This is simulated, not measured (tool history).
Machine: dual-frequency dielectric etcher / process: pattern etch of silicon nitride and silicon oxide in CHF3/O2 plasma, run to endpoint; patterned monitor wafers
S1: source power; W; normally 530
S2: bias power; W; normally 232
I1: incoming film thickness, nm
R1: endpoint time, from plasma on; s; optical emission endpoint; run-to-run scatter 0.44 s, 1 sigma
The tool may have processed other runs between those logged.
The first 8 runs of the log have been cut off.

-- hour=98.4 source power generator calibrated
-- hour=113.7 wet clean of the chamber
run 9 hour=114.2 | S1=580 S2=232 | I1=244.2 | R1=130.1
run 10 hour=114.6 | S1=580 S2=232 | I1=244.1 | R1=130.5
run 11 hour=119.7 | S1=530 S2=232 | I1=241.5 | R1=131.6
-- hour=126.4 bias power generator calibrated
run 12 hour=128.9 | S1=530 S2=232 | I1=243.2 | R1=132.6
run 13 hour=141.6 | S1=530 S2=232 | I1=241.6 | R1=131.7
run 14 hour=147.8 | S1=580 S2=182 | I1=244.5 | R1=142.5
run 15 hour=161.1 | S1=420 S2=201 | I1=241.6 | R1=145.3
run 16 hour=174.2 | S1=480 S2=177 | I1=244.5 | R1=150.0
run 17 hour=189.8 | S1=640 S2=232 | I1=244.0 | R1=126.3
run 18 hour=205.3 | S1=570 S2=184 | I1=241.3 | R1=141.8
run 19 hour=217.8 | S1=450 S2=216 | I1=241.3 | R1=139.5
run 20 hour=227.7 | S1=530 S2=211 | I1=239.7 | R1=135.2

Predict the results of run 21:
-- hour=263.1 upper electrode replaced
run 21 hour=263.6 | S1=420 S2=232 | I1=241.1 | R1=?

R1: 137.9 s
Minus the tool's unlogged condition, the same run would have read R1 137.9 s.

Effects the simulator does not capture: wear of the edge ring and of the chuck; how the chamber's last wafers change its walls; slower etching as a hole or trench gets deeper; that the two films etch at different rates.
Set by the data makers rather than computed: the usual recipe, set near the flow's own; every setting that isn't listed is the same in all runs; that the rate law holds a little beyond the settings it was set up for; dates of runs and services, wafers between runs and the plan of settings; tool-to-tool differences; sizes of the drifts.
